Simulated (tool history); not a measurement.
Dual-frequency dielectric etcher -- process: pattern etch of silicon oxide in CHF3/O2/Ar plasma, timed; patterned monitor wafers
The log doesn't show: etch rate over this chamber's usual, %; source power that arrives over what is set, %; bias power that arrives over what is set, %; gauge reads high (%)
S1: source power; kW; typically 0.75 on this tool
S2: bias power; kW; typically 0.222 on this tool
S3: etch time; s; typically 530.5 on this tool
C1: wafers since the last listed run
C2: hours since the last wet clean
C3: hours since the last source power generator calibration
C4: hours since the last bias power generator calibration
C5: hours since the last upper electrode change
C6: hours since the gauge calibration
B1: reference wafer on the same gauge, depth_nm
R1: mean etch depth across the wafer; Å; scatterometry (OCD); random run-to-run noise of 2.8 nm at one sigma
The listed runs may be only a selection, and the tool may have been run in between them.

{"run": 1, "hour": 0.0, "S1": 0.75, "S2": 0.222, "S3": 530.5, "C1": 0, "C2": 59.5, "C3": 1979.7, "C4": 1870.7, "C5": 1783.9, "C6": 45.3, "B1": 1170, "R1": 12453}
{"run": 2, "hour": 213.5, "S1": 0.75, "S2": 0.222, "S3": 530.5, "C1": 907, "C2": 273, "C3": 2193.2, "C4": 2084.2, "C5": 1997.4, "C6": 258.8, "B1": 1170, "R1": 12503}
{"run": 3, "hour": 277.5, "S1": 0.75, "S2": 0.222, "S3": 530.5, "C1": 272, "C2": 337, "C3": 2257.2, "C4": 2148.2, "C5": 2061.4, "C6": 322.8, "B1": 1169.4, "R1": 12491}
{"run": 4, "hour": 365.6, "S1": 0.75, "S2": 0.222, "S3": 530.5, "C1": 374, "C2": 425.1, "C3": 2345.3, "C4": 2236.3, "C5": 2149.5, "C6": 410.9, "B1": 1169.6, "R1": 12508}
{"hour": 403.8, "done": "upper electrode replaced"}
{"run": 5, "hour": 425.2, "S1": 0.75, "S2": 0.222, "S3": 530.5, "C1": 151, "C2": 484.7, "C3": 2404.9, "C4": 2295.9, "C5": 21.4, "C6": 470.5, "B1": 1170.3, "R1": 12472}
{"hour": 445.4, "done": "bias power generator calibrated"}
{"hour": 525.6, "done": "wet clean of the chamber"}
{"run": 6, "hour": 526.1, "S1": 0.75, "S2": 0.222, "S3": 530.5, "C1": 309, "C2": 0.5, "C3": 2505.8, "C4": 80.7, "C5": 122.3, "C6": 571.4, "B1": 1169.9, "R1": 12630}
{"hour": 541.3, "done": "gauge calibrated"}
{"run": 7, "hour": 569.6, "S1": 0.75, "S2": 0.222, "S3": 530.5, "C1": 184, "C2": 44, "C3": 2549.3, "C4": 124.2, "C5": 165.8, "C6": 28.3, "B1": 1170.3, "R1": 12723}
{"hour": 599.8, "done": "bias power generator calibrated, repeated, since the last time left the tool worse"}
{"hour": 616.9, "done": "source power generator calibrated"}
{"run": 8, "hour": 673.3, "S1": 0.75, "S2": 0.222, "S3": 530.5, "C1": 406, "C2": 147.7, "C3": 56.4, "C4": 73.5, "C5": 269.5, "C6": 132, "B1": 1170.1, "R1": 12368}
{"run": 9, "hour": 746.7, "S1": 0.56, "S2": 0.188, "S3": 530.5, "C1": 312, "C2": 221.1, "C3": 129.8, "C4": 146.9, "C5": 342.9, "C6": 205.4, "B1": 1170.1, "R1": 10721}
{"run": 10, "hour": 788.6, "S1": 0.61, "S2": 0.26, "S3": 385.5, "C1": 178, "C2": 263, "C3": 171.7, "C4": 188.8, "C5": 384.8, "C6": 247.3, "B1": 1169.7, "R1": 9003}
{"run": 11, "hour": 880.1, "S1": 0.75, "S2": 0.222, "S3": 415, "C1": 389, "C2": 354.5, "C3": 263.2, "C4": 280.3, "C5": 476.3, "C6": 338.8, "B1": 1170, "R1": 9647}
{"run": 12, "hour": 985.6, "S1": 0.88, "S2": 0.273, "S3": 530.5, "C1": 448, "C2": 460, "C3": 368.7, "C4": 385.8, "C5": 581.8, "C6": 444.3, "B1": 1170.7, "R1": 14014}

Predict the results of run 13:
{"run": 13, "hour": 1034.6, "S1": 0.75, "S2": 0.241, "S3": 530.5, "C1": 208, "C2": 509, "C3": 417.7, "C4": 434.8, "C5": 630.8, "C6": 493.3, "B1": "?", "R1": "?"}

B1: 1169.6
R1: 12824 Å
Minus the tool's unlogged condition, the same run would have read R1 12784 Å.
